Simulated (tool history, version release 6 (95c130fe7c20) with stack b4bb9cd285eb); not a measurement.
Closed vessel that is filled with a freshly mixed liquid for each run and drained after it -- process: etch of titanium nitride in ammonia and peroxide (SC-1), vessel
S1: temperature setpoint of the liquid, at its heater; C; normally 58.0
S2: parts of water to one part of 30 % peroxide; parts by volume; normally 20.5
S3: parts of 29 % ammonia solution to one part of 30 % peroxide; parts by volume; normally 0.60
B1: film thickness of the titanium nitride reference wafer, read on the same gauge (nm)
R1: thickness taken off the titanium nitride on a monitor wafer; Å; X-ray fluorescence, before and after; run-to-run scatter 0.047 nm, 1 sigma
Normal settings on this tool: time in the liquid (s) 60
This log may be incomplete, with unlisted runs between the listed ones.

Run 1, hour 0.0: usual settings; B1 29.99. Result: R1 73.2 Å.
At hour 16.6: new drum of ammonia solution connected.
Run 2, hour 52.9: usual settings; B1 30.00. Result: R1 72.8 Å.
Run 3, hour 102.5: usual settings; B1 30.00. Result: R1 73.2 Å.
Run 4, hour 168.0: usual settings; B1 30.00. Result: R1 73.4 Å.
Run 5, hour 235.4: usual settings but S1 53.5 C, S2 27.5 parts by volume, time in the liquid (s) 35; B1 30.00. Result: R1 26.6 Å.
Run 6, hour 276.2: usual settings but time in the liquid (s) 90; B1 29.99. Result: R1 109.9 Å.
Run 7, hour 313.5: usual settings but time in the liquid (s) 30; B1 30.00. Result: R1 36.2 Å.
Run 8, hour 410.5: usual settings but S1 62.0 C; B1 29.97. Result: R1 95.9 Å.
At hour 430.1: thermometer replaced.
Run 9, hour 449.8: usual settings; B1 30.02. Result: R1 73.1 Å.
Run 10, hour 500.8: usual settings but S2 10.5 parts by volume, S3 0.45 parts by volume; B1 29.99. Result: R1 100.5 Å.
Run 11, hour 570.0: usual settings but S2 14.0 parts by volume; B1 30.02. Result: R1 90.8 Å.
Run 12, hour 657.5: usual settings but S1 49.0 C, S2 12.5 parts by volume, S3 0.80 parts by volume, time in the liquid (s) 75; B1 30.01. Result: R1 68.7 Å.
Run 13, hour 683.9: usual settings but S2 15.0 parts by volume; B1 30.01. Result: R1 87.7 Å.
At hour 695.0: gauge calibrated.
Run 14, hour 718.9: usual settings; B1 30.01. Result: R1 73.2 Å.
At hour 725.9: ammonia flow meter replaced.
Run 15, hour 752.6: usual settings but S1 62.5 C, S2 24.5 parts by volume, S3 0.70 parts by volume, time in the liquid (s) 35; B1 29.98. Result: R1 52.8 Å.
Run 16, hour 823.4: usual settings but S1 51.5 C; B1 29.97. Result: R1 46.7 Å.
Run 17, hour 859.8: usual settings but S1 62.5 C, S2 26.0 parts by volume, S3 0.40 parts by volume, time in the liquid (s) 85; B1 29.99. Result: R1 112.7 Å.
At hour 890.5: new drum of ammonia solution connected.
Run 18, hour 910.1: usual settings but S3 0.85 parts by volume, time in the liquid (s) 35; B1 29.99. Result: R1 45.8 Å.
Run 19, hour 974.9: usual settings but S3 0.30 parts by volume; B1 29.98. Result: R1 64.4 Å.
Run 20, hour 1032.2: usual settings but S1 53.0 C; B1 30.02. Result: R1 52.3 Å.
Run 21, hour 1057.3: usual settings; B1 30.01. Result: R1 73.3 Å.
Run 22, hour 1083.6: usual settings but S1 52.5 C, S2 28.0 parts by volume, S3 0.45 parts by volume, time in the liquid (s) 30; B1 29.99. Result: R1 20.1 Å.
Run 23, hour 1127.2: usual settings but S2 26.5 parts by volume; B1 29.99. Result: R1 63.2 Å.
Run 24, hour 1159.1: usual settings but S1 53.0 C, S2 24.5 parts by volume, S3 0.70 parts by volume, time in the liquid (s) 90; B1 30.01. Result: R1 73.3 Å.
Run 25, hour 1185.5: usual settings; B1 30.00. Result: R1 73.4 Å.
Run 26, hour 1217.9: usual settings; B1 30.00. Result: R1 73.0 Å.
Run 27, hour 1257.3: usual settings but S1 62.0 C, S2 24.0 parts by volume, S3 0.30 parts by volume, time in the liquid (s) 30; B1 30.01. Result: R1 38.2 Å.
Run 28, hour 1296.1: usual settings; B1 30.01. Result: R1 73.5 Å.
Run 29, hour 1366.2: usual settings but S1 66.0 C, S2 13.5 parts by volume; B1 30.01. Result: R1 154.1 Å.

Hidden state, per run?
liquid hotter than its thermometer reads (K): 0 across all the runs
ammonia flow below the setpoint (%): 0 across all the runs
ammonia solution weaker than its label (%): 0 across all the runs
gauge reads high (%): 0 across all the runs
